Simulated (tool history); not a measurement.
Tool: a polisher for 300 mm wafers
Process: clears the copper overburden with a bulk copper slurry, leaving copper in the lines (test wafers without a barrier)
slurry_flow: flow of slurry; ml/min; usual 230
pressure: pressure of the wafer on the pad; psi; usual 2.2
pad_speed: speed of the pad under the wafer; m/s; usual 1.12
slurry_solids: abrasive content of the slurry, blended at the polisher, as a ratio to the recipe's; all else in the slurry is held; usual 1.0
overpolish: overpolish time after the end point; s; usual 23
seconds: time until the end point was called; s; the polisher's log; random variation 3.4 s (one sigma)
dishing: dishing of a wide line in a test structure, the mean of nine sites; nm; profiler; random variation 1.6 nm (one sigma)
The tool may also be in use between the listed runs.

run,day,slurry_flow,pressure,pad_speed,slurry_solids,overpolish,"incoming thickness of the incoming film, nm",seconds,dishing
1,0.000,230,2.2,1.12,1.0,23,1300.1,164.7,86.2
# day 1.079: worn pad replaced by a new one
2,1.179,230,2.2,1.12,1.0,23,1321.9,165.9,85.0
3,2.517,230,2.2,1.12,1.0,23,1315.9,172.7,79.6
4,3.338,230,2.2,1.12,1.0,23,1315.1,163.9,80.7
5,4.704,230,2.2,1.12,1.0,23,1315.9,173.2,79.0
# day 5.425: slurry blender recalibrated
6,5.754,230,2.2,1.12,1.0,23,1324.2,156.2,81.8
# day 6.117: slurry nozzle cleaned
7,6.900,230,2.2,1.12,1.0,23,1314.7,160.7,83.6
8,8.138,230,2.2,1.12,1.0,23,1292.6,150.3,81.4
# day 8.633: head pressure recalibrated
# day 9.242: worn pad replaced by a new one
9,9.404,230,2.2,1.12,1.0,23,1303.3,176.9,76.6
10,10.617,230,2.2,1.12,1.0,23,1304.9,177.1,75.3
11,13.058,190,2.2,0.90,1.0,14,1310.5,240.0,46.8
12,15.225,230,2.2,1.12,1.0,23,1333.4,191.5,71.1
# day 15.592: slurry blender recalibrated
# day 15.646: slurry nozzle cleaned
# day 16.296: worn pad replaced by a new one
13,16.325,230,2.9,1.12,1.0,35,1327.3,131.3,106.2
14,17.433,230,2.2,1.12,1.0,23,1295.3,177.5,79.8
15,18.083,160,1.6,0.90,1.0,14,1294.3,294.3,36.8
16,19.392,230,1.9,1.00,1.0,23,1309.9,225.9,67.6
17,20.492,230,2.2,1.52,1.0,23,1283.3,130.4,88.3
18,21.512,305,2.2,1.38,0.8,23,1312.2,145.3,83.5
19,22.900,230,2.2,1.12,1.0,23,1302.4,178.9,79.5
20,23.429,230,2.2,0.76,1.0,23,1309.2,278.1,60.9

Run 21 comes next. What will it give?
# day 23.896: worn pad replaced by a new one
# day 24.771: slurry blender recalibrated
21,24.854,190,2.7,0.86,1.0,35,1297.7,?,?

Run 21 gave seconds 184.4 s, dishing 92.3 nm.
Without the tool's hidden state the same run would have given seconds 185.1 s, dishing 91.8 nm.
